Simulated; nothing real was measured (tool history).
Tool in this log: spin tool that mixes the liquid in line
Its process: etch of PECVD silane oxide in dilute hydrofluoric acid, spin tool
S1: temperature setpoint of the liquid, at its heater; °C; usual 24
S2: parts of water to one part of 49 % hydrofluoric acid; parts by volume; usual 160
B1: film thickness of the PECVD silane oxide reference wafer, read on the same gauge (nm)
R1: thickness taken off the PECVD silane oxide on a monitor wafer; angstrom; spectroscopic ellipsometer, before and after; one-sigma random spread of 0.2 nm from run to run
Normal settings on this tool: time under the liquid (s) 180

{"run": 1, "hour": 0.0, "S1": 22.5, "S2": 160, "time under the liquid (s)": 180, "B1": 40.01, "R1": 324.5}
{"run": 2, "hour": 101.2, "S1": 22.5, "S2": 160, "time under the liquid (s)": 180, "B1": 40.01, "R1": 322.2}
{"hour": 112.7, "done": "hydrofluoric acid flow meter replaced"}
{"run": 3, "hour": 206.0, "S1": 24, "S2": 105, "time under the liquid (s)": 180, "B1": 40, "R1": 558.9}
{"run": 4, "hour": 248.6, "S1": 24, "S2": 105, "time under the liquid (s)": 180, "B1": 39.99, "R1": 563.2}
{"run": 5, "hour": 293.0, "S1": 24, "S2": 200, "time under the liquid (s)": 180, "B1": 40.01, "R1": 263.3}
{"run": 6, "hour": 331.8, "S1": 21, "S2": 160, "time under the liquid (s)": 180, "B1": 39.98, "R1": 311.6}
{"run": 7, "hour": 436.3, "S1": 21, "S2": 160, "time under the liquid (s)": 180, "B1": 40, "R1": 306.5}
{"run": 8, "hour": 493.3, "S1": 24, "S2": 160, "time under the liquid (s)": 180, "B1": 40.01, "R1": 348.4}
{"run": 9, "hour": 601.2, "S1": 24, "S2": 160, "time under the liquid (s)": 180, "B1": 40, "R1": 350.5}
{"run": 10, "hour": 677.6, "S1": 24, "S2": 160, "time under the liquid (s)": 180, "B1": 40, "R1": 347.6}
{"run": 11, "hour": 737.0, "S1": 22, "S2": 135, "time under the liquid (s)": 180, "B1": 40.01, "R1": 395.8}
{"run": 12, "hour": 773.5, "S1": 22.5, "S2": 100, "time under the liquid (s)": 140, "B1": 39.98, "R1": 446.5}
{"hour": 828.9, "done": "hydrofluoric acid flow meter replaced"}
{"run": 13, "hour": 839.0, "S1": 28, "S2": 160, "time under the liquid (s)": 215, "B1": 40.01, "R1": 481.1}
{"run": 14, "hour": 936.6, "S1": 24, "S2": 110, "time under the liquid (s)": 225, "B1": 39.99, "R1": 669.6}
{"run": 15, "hour": 981.8, "S1": 24, "S2": 215, "time under the liquid (s)": 235, "B1": 40, "R1": 319.1}
{"hour": 1012.0, "done": "thermometer replaced"}
{"run": 16, "hour": 1075.8, "S1": 24, "S2": 120, "time under the liquid (s)": 180, "B1": 40.01, "R1": 464.7}
{"run": 17, "hour": 1130.0, "S1": 24, "S2": 160, "time under the liquid (s)": 255, "B1": 39.97, "R1": 477.3}
{"run": 18, "hour": 1223.6, "S1": 21.5, "S2": 160, "time under the liquid (s)": 115, "B1": 40.01, "R1": 194.4}
{"run": 19, "hour": 1287.8, "S1": 26, "S2": 110, "time under the liquid (s)": 245, "B1": 40.01, "R1": 764.6}
{"run": 20, "hour": 1361.9, "S1": 24, "S2": 160, "time under the liquid (s)": 180, "B1": 40.01, "R1": 339.1}
{"run": 21, "hour": 1452.7, "S1": 28.5, "S2": 160, "time under the liquid (s)": 235, "B1": 39.99, "R1": 518.1}
{"run": 22, "hour": 1538.0, "S1": 25.5, "S2": 190, "time under the liquid (s)": 105, "B1": 39.98, "R1": 171.4}
{"hour": 1573.6, "done": "hydrofluoric acid flow meter replaced"}
{"hour": 1592.6, "done": "gauge calibrated"}
{"run": 23, "hour": 1617.0, "S1": 26.5, "S2": 90, "time under the liquid (s)": 285, "B1": 40.02, "R1": 1161.3}
{"run": 24, "hour": 1660.8, "S1": 22.5, "S2": 205, "time under the liquid (s)": 180, "B1": 40.02, "R1": 240.6}
{"run": 25, "hour": 1742.9, "S1": 25.5, "S2": 135, "time under the liquid (s)": 285, "B1": 39.99, "R1": 711.5}
{"run": 26, "hour": 1830.7, "S1": 24, "S2": 160, "time under the liquid (s)": 180, "B1": 39.99, "R1": 345.2}
{"run": 27, "hour": 1872.0, "S1": 26.5, "S2": 230, "time under the liquid (s)": 250, "B1": 40.02, "R1": 333.1}
{"run": 28, "hour": 1943.4, "S1": 24, "S2": 160, "time under the liquid (s)": 180, "B1": 40.01, "R1": 345.7}
{"run": 29, "hour": 2025.8, "S1": 26.5, "S2": 200, "time under the liquid (s)": 180, "B1": 40.02, "R1": 287.2}
{"hour": 2254.7, "done": "hydrofluoric acid flow meter replaced"}
{"run": 30, "hour": 2260.7, "S1": 24, "S2": 160, "time under the liquid (s)": 180, "B1": 40.03, "R1": 350.3}
{"run": 31, "hour": 2342.2, "S1": 28.5, "S2": 160, "time under the liquid (s)": 210, "B1": 40.01, "R1": 479.3}
{"run": 32, "hour": 2435.1, "S1": 24, "S2": 160, "time under the liquid (s)": 180, "B1": 40.01, "R1": 348.9}
{"run": 33, "hour": 2526.0, "S1": 24, "S2": 160, "time under the liquid (s)": 180, "B1": 40.01, "R1": 350.1}
{"run": 34, "hour": 2595.8, "S1": 24, "S2": 160, "time under the liquid (s)": 180, "B1": 40.02, "R1": 349.3}

Below, some changes in R1 between adjacent runs. For each, the amount present without the hidden state too (settings, incoming material, random variation) and the amount remaining for the hidden state with gauge scatter not shared by both compared results:
What the log doesn't record here: liquid hotter than its thermometer reads (K); hydrofluoric acid flow above the setpoint (%); gauge reads high (%).
Run 14 -> 15: S2 110 -> 215, time under the liquid (s) 225 -> 235. R1 -350.5 angstrom: hidden state -18.6, all else -331.9.
Run 18 -> 19: S1 21.5 -> 26, S2 160 -> 110, time under the liquid (s) 115 -> 245. R1 +570.2 angstrom: hidden state +8.3, all else +561.9.
Run 22 -> 23: S1 25.5 -> 26.5, S2 190 -> 90, time under the liquid (s) 105 -> 285, hydrofluoric acid flow meter replaced, gauge calibrated. R1 +989.9 angstrom: hidden state +24.2, all else +965.7.
Run 23 -> 24: S1 26.5 -> 22.5, S2 90 -> 205, time under the liquid (s) 285 -> 180. R1 -920.7 angstrom: hidden state -21.9, all else -898.8.
